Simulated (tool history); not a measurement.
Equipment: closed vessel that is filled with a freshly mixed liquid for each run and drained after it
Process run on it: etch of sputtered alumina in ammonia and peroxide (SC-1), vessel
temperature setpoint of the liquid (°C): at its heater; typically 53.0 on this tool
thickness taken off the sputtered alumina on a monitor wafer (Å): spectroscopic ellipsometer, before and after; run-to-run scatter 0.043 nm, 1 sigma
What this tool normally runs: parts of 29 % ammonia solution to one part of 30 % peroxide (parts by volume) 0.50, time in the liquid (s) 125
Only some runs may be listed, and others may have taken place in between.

run   hour  temperature setpoint of the liquid (°C)  parts of 29 % ammonia solution to one part of 30 % peroxide (parts by volume)  time in the liquid (s)  wafers since the last listed run  hours since the thermometer was replaced  hours since the ammonia flow meter was replaced  hours since the drum of ammonia solution was connected  hours since the gauge calibration  read-back film thickness of the sputtered alumina reference wafer, read on the same gauge (nm)  thickness taken off the sputtered alumina on a monitor wafer (Å)
  1    0.0                                     53.0                                                                           0.50                     125                                 0                                    2302.4                                            748.7                                                    30.1                              349.3                                                                                          119.99                                                              86.1
  2   48.6                                     53.0                                                                           0.50                     125                              4660                                    2351.0                                            797.3                                                    78.7                              397.9                                                                                          120.02                                                              87.2
  3   74.1                                     53.0                                                                           0.50                     125                              2445                                    2376.5                                            822.8                                                   104.2                              423.4                                                                                          120.00                                                              87.0
  4  120.1                                     53.0                                                                           0.50                     125                              4411                                    2422.5                                            868.8                                                   150.2                              469.4                                                                                          120.04                                                              87.2
  5  175.7                                     53.0                                                                           0.50                     125                              5332                                    2478.1                                            924.4                                                   205.8                              525.0                                                                                          120.01                                                              86.3
     226.1  -- gauge calibrated
  6  228.4                                     53.0                                                                           0.50                     125                              5053                                    2530.8                                            977.1                                                   258.5                                2.3                                                                                          119.97                                                              86.5
  7  295.5                                     53.0                                                                           0.50                     125                              6434                                    2597.9                                           1044.2                                                   325.6                               69.4                                                                                          120.01                                                              87.0
     305.1  -- thermometer replaced
  8  348.6                                     53.0                                                                           0.30                     125                              4996                                      43.5                                           1097.3                                                   378.7                              122.5                                                                                          120.00                                                              82.5
  9  400.3                                     53.0                                                                           0.30                     125                              4958                                      95.2                                           1149.0                                                   430.4                              174.2                                                                                          119.99                                                              83.3
 10  427.0                                     53.0                                                                           0.50                     125                              2560                                     121.9                                           1175.7                                                   457.1                              200.9                                                                                          119.99                                                              86.8
     460.6  -- ammonia flow meter replaced
 11  483.6                                     47.5                                                                           0.75                     150                              5332                                     178.5                                             23.0                                                   513.7                              257.5                                                                                          120.00                                                              80.3
     528.2  -- new drum of ammonia solution connected
 12  534.4                                     62.0                                                                           0.65                      95                              4775                                     229.3                                             73.8                                                     6.2                              308.3                                                                                          120.04                                                             108.1
 13  559.0                                     63.0                                                                           0.70                     105                              2359                                     253.9                                             98.4                                                    30.8                              332.9                                                                                          120.01                                                             126.3
 14  606.7                                     48.0                                                                           0.50                     170                              4574                                     301.6                                            146.1                                                    78.5                              380.6                                                                                          120.00                                                              90.0
 15  655.0                                     47.5                                                                           0.50                     155                              4631                                     349.9                                            194.4                                                   126.8                              428.9                                                                                          119.98                                                              79.4
 16  700.8                                     53.0                                                                           0.50                     125                              4392                                     395.7                                            240.2                                                   172.6                              474.7                                                                                          119.99                                                              86.6
 17  732.9                                     47.0                                                                           0.50                      75                              3078                                     427.8                                            272.3                                                   204.7                              506.8                                                                                          119.99                                                              37.6
     734.5  -- gauge calibrated
 18  785.9                                     53.0                                                                           0.50                      95                              5082                                     480.8                                            325.3                                                   257.7                               51.4                                                                                          119.99                                                              66.3
 19  816.9                                     53.0                                                                           0.35                     125                              2972                                     511.8                                            356.3                                                   288.7                               82.4                                                                                          120.02                                                              83.3
 20  866.9                                     58.0                                                                           0.70                      55                              4795                                     561.8                                            406.3                                                   338.7                              132.4                                                                                          119.97                                                              51.0
 21  935.2                                     58.0                                                                           0.70                      55                              6549                                     630.1                                            474.6                                                   407.0                              200.7                                                                                          120.00                                                              51.5

Hidden state, per run?
liquid hotter than its thermometer reads (K): 0 at every run
ammonia flow below the setpoint (%): 0 at every run
ammonia solution weaker than its label (%): 0 at every run
gauge reads high (%): 0 at every run
